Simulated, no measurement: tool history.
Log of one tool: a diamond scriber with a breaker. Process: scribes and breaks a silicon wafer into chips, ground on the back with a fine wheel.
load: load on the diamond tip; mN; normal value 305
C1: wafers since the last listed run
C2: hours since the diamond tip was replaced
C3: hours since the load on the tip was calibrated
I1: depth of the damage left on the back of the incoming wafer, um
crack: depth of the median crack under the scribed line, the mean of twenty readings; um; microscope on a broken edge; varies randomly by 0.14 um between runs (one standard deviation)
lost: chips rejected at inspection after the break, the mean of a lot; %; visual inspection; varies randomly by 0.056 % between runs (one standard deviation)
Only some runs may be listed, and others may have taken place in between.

run 1 hour=0.0 | load=305 | C1=0 C2=642.1 C3=1039.0 | I1=2.48 | crack=11.44 lost=6.24
run 2 hour=48.7 | load=239 | C1=98 C2=690.8 C3=1087.7 | I1=1.51 | crack=10.32 lost=16.14
run 3 hour=74.2 | load=239 | C1=51 C2=716.3 C3=1113.2 | I1=2.62 | crack=10.23 lost=15.85
run 4 hour=98.2 | load=268 | C1=48 C2=740.3 C3=1137.2 | I1=1.64 | crack=10.77 lost=12.34
run 5 hour=124.3 | load=268 | C1=52 C2=766.4 C3=1163.3 | I1=2.17 | crack=10.53 lost=13.40
run 6 hour=157.7 | load=268 | C1=67 C2=799.8 C3=1196.7 | I1=1.66 | crack=10.81 lost=12.55
run 7 hour=187.0 | load=305 | C1=59 C2=829.1 C3=1226.0 | I1=2.38 | crack=11.12 lost=9.22
run 8 hour=206.9 | load=305 | C1=40 C2=849.0 C3=1245.9 | I1=2.50 | crack=11.06 lost=7.89
run 9 hour=241.0 | load=305 | C1=68 C2=883.1 C3=1280.0 | I1=1.53 | crack=10.88 lost=7.67
run 10 hour=258.7 | load=286 | C1=35 C2=900.8 C3=1297.7 | I1=1.61 | crack=10.83 lost=12.22
run 11 hour=276.7 | load=286 | C1=36 C2=918.8 C3=1315.7 | I1=2.09 | crack=10.78 lost=11.92
run 12 hour=296.7 | load=252 | C1=40 C2=938.8 C3=1335.7 | I1=2.23 | crack=10.11 lost=19.79
run 13 hour=332.6 | load=252 | C1=72 C2=974.7 C3=1371.6 | I1=2.71 | crack=10.23 lost=19.10
run 14 hour=362.5 | load=252 | C1=60 C2=1004.6 C3=1401.5 | I1=2.95 | crack=9.84 lost=26.80
run 15 hour=387.1 | load=305 | C1=49 C2=1029.2 C3=1426.1 | I1=2.58 | crack=10.69 lost=13.70
run 16 hour=412.3 | load=305 | C1=50 C2=1054.4 C3=1451.3 | I1=2.53 | crack=10.63 lost=14.74
run 17 hour=428.5 | load=305 | C1=32 C2=1070.6 C3=1467.5 | I1=1.66 | crack=10.77 lost=15.97
run 18 hour=442.6 | load=305 | C1=28 C2=1084.7 C3=1481.6 | I1=2.71 | crack=10.41 lost=16.60
run 19 hour=467.1 | load=305 | C1=49 C2=1109.2 C3=1506.1 | I1=2.29 | crack=10.42 lost=15.65
run 20 hour=486.7 | load=305 | C1=39 C2=1128.8 C3=1525.7 | I1=2.30 | crack=10.42 lost=15.83
run 21 hour=519.2 | load=305 | C1=65 C2=1161.3 C3=1558.2 | I1=2.63 | crack=10.45 lost=17.99
run 22 hour=554.2 | load=343 | C1=70 C2=1196.3 C3=1593.2 | I1=2.71 | crack=10.65 lost=14.19
-- hour=556.7 load on the tip recalibrated
run 23 hour=567.8 | load=373 | C1=23 C2=1209.9 C3=11.1 | I1=1.91 | crack=11.97 lost=3.35
-- hour=589.0 diamond tip replaced by a new one
run 24 hour=589.5 | load=376 | C1=39 C2=0.5 C3=32.8 | I1=1.65 | crack=14.66 lost=2.77
run 25 hour=624.8 | load=364 | C1=71 C2=35.8 C3=68.1 | I1=1.71 | crack=13.99 lost=2.14
run 26 hour=654.6 | load=254 | C1=60 C2=65.6 C3=97.9 | I1=1.91 | crack=12.14 lost=3.47
run 27 hour=671.4 | load=231 | C1=33 C2=82.4 C3=114.7 | I1=2.85 | crack=11.46 lost=7.90
run 28 hour=734.0 | load=234 | C1=126 C2=145.0 C3=177.3 | I1=2.55 | crack=11.36 lost=7.64
run 29 hour=766.1 | load=249 | C1=64 C2=177.1 C3=209.4 | I1=2.10 | crack=11.70 lost=5.29
run 30 hour=790.1 | load=250 | C1=48 C2=201.1 C3=233.4 | I1=1.87 | crack=11.65 lost=5.31
run 31 hour=819.9 | load=383 | C1=60 C2=230.9 C3=263.2 | I1=2.83 | crack=14.17 lost=2.41
run 32 hour=835.9 | load=343 | C1=32 C2=246.9 C3=279.2 | I1=2.30 | crack=13.59 lost=1.02
run 33 hour=898.9 | load=263 | C1=126 C2=309.9 C3=342.2 | I1=1.66 | crack=11.69 lost=4.53
run 34 hour=915.4 | load=305 | C1=33 C2=326.4 C3=358.7 | I1=2.72 | crack=12.46 lost=1.99
run 35 hour=930.2 | load=305 | C1=29 C2=341.2 C3=373.5 | I1=2.48 | crack=12.37 lost=2.06
run 36 hour=964.0 | load=305 | C1=68 C2=375.0 C3=407.3 | I1=1.95 | crack=12.39 lost=1.60
run 37 hour=989.2 | load=227 | C1=50 C2=400.2 C3=432.5 | I1=2.67 | crack=10.81 lost=10.78
run 38 hour=1012.7 | load=305 | C1=47 C2=423.7 C3=456.0 | I1=2.85 | crack=12.31 lost=3.00

Some steps in crack, run to run, broken into two amounts with sign: the step expected even without the hidden condition (settings, incoming material, random variation), and the rest, left for the hidden condition together with whatever gauge scatter is not in both the measured and the hidden-condition-free result:
Hidden conditions of the tool in this case: share of the diamond tip's cutting effectiveness lost through wear, %; deviation of the load on the tip from its setpoint, %.
Run 14 -> 15: load 252 -> 305. crack +0.85 um: hidden state -0.29, all else +1.14.
Run 22 -> 23: load 343 -> 373, load on the tip recalibrated. crack +1.32 um: hidden state +0.68, all else +0.64.
Run 23 -> 24: load 373 -> 376, diamond tip replaced by a new one. crack +2.69 um: hidden state +2.40, all else +0.29.
Run 30 -> 31: load 250 -> 383. crack +2.52 um: hidden state -0.16, all else +2.68.
Run 32 -> 33: load 343 -> 263. crack -1.90 um: hidden state -0.02, all else -1.88.
